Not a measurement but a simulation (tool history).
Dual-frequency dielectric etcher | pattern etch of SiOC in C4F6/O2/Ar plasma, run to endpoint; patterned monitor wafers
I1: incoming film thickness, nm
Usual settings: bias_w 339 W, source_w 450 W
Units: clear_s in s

{"run": 1, "hour": 0.0, "bias_w": 383, "source_w": 450, "I1": 50.6, "clear_s": 17.4}
{"run": 2, "hour": 17.9, "bias_w": 383, "source_w": 450, "I1": 50.4, "clear_s": 17.2}
{"run": 3, "hour": 33.9, "bias_w": 339, "source_w": 450, "I1": 50.7, "clear_s": 18.3}
{"run": 4, "hour": 81.5, "bias_w": 339, "source_w": 450, "I1": 49.8, "clear_s": 17.6}
{"run": 5, "hour": 95.0, "bias_w": 339, "source_w": 450, "I1": 50.3, "clear_s": 17.6}
{"run": 6, "hour": 110.0, "bias_w": 339, "source_w": 450, "I1": 50.1, "clear_s": 17.7}
{"run": 7, "hour": 121.5, "bias_w": 397, "source_w": 450, "I1": 50, "clear_s": 16.6}
{"run": 8, "hour": 134.7, "bias_w": 397, "source_w": 450, "I1": 50.6, "clear_s": 16.9}
{"hour": 169.3, "done": "wet clean of the chamber"}
{"run": 9, "hour": 178.9, "bias_w": 397, "source_w": 450, "I1": 49.8, "clear_s": 18.4}
{"run": 10, "hour": 189.8, "bias_w": 339, "source_w": 500, "I1": 50.4, "clear_s": 19.2}
{"hour": 217.6, "done": "upper electrode replaced"}
{"hour": 238.2, "done": "bias power generator calibrated"}
{"hour": 239.9, "done": "wet clean of the chamber, repeated, since the last time left the tool worse"}
{"hour": 243.8, "done": "source power generator calibrated"}
{"run": 11, "hour": 244.3, "bias_w": 339, "source_w": 450, "I1": 50.8, "clear_s": 18.5}
{"run": 12, "hour": 244.6, "bias_w": 339, "source_w": 450, "I1": 50.1, "clear_s": 18.2}
{"run": 13, "hour": 244.9, "bias_w": 339, "source_w": 450, "I1": 50.2, "clear_s": 18.3}
{"run": 14, "hour": 245.3, "bias_w": 390, "source_w": 450, "I1": 50.2, "clear_s": 17.2}
{"run": 15, "hour": 268.1, "bias_w": 266, "source_w": 500, "I1": 50.1, "clear_s": 19.4}
{"run": 16, "hour": 279.1, "bias_w": 339, "source_w": 450, "I1": 50.6, "clear_s": 18.1}
{"run": 17, "hour": 294.7, "bias_w": 383, "source_w": 450, "I1": 50.4, "clear_s": 17.5}
{"run": 18, "hour": 309.2, "bias_w": 277, "source_w": 540, "I1": 50.3, "clear_s": 18.8}
{"run": 19, "hour": 316.4, "bias_w": 259, "source_w": 390, "I1": 50.4, "clear_s": 21}

Forecast run 20:
{"run": 20, "hour": 331.7, "bias_w": 401, "source_w": 490, "I1": 50.7, "clear_s": "?"}

Run 20 gave clear_s 17 s.
Without the tool's hidden state the same run would have given clear_s 17.2 s.
